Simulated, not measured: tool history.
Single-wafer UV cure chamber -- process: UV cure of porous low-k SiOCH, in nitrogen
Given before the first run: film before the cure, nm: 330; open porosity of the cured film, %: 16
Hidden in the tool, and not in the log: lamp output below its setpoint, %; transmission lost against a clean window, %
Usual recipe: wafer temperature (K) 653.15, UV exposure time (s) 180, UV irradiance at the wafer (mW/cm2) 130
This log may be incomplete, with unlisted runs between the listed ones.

| run | hour | wafer temperature (K) | UV exposure time (s) | UV irradiance at the wafer (mW/cm2) | wafers since the last listed run | hours since the UV bulbs were replaced | wafers since the quartz window was cleaned | loss of film thickness in the cure (%) |
|---|---|---|---|---|---|---|---|---|
| 1 | 0.0 | 645.15 | 180 | 130 | 0 | 2403.0 | 12 | 10.809 |
| 2 | 31.6 | 653.15 | 180 | 158 | 264 | 2434.6 | 277 | 11.732 |
| 3 | 59.3 | 653.15 | 180 | 158 | 232 | 2462.3 | 509 | 11.625 |
| 4 | 84.8 | 653.15 | 180 | 158 | 213 | 2487.8 | 723 | 11.573 |
| 5 | 102.4 | 653.15 | 180 | 130 | 147 | 2505.4 | 870 | 10.564 |
| 6 | 126.0 | 653.15 | 180 | 130 | 197 | 2529.0 | 1068 | 10.432 |
| 7 | 159.8 | 653.15 | 180 | 130 | 283 | 2562.8 | 1352 | 10.358 |
| 8 | 192.9 | 653.15 | 180 | 130 | 277 | 2595.9 | 1629 | 10.278 |
| 9 | 211.7 | 653.15 | 155 | 108 | 157 | 2614.7 | 1787 | 8.711 |
| 10 | 233.0 | 653.15 | 155 | 108 | 178 | 2636.0 | 1965 | 8.719 |
|  | 258.8 | quartz window cleaned |
| 11 | 259.3 | 653.15 | 155 | 108 | 153 | 2662.3 | 4 | 9.520 |
| 12 | 291.9 | 653.15 | 180 | 155 | 273 | 2694.9 | 277 | 11.728 |
| 13 | 316.3 | 642.15 | 120 | 130 | 204 | 2719.3 | 482 | 8.625 |
| 14 | 330.6 | 648.15 | 220 | 161 | 119 | 2733.6 | 602 | 12.364 |
| 15 | 363.8 | 653.15 | 180 | 130 | 278 | 2766.8 | 880 | 10.595 |
| 16 | 396.0 | 647.15 | 225 | 98 | 269 | 2799.0 | 1150 | 9.946 |
| 17 | 419.6 | 659.15 | 180 | 112 | 197 | 2822.6 | 1348 | 9.834 |
|  | 453.0 | UV bulbs replaced |
| 18 | 453.5 | 644.15 | 180 | 106 | 217 | 0.5 | 1565 | 9.049 |
| 19 | 473.6 | 653.15 | 180 | 130 | 168 | 20.6 | 1733 | 10.131 |

Run 20 is up next; what results do you expect?
|  | 512.2 | quartz window cleaned |
| 20 | 512.7 | 672.15 | 270 | 170 | 260 | 59.7 | 3 | ? |

loss of film thickness in the cure (%): 14.310
Minus the tool's unlogged condition, the same run would have read loss of film thickness in the cure (%) 14.465.
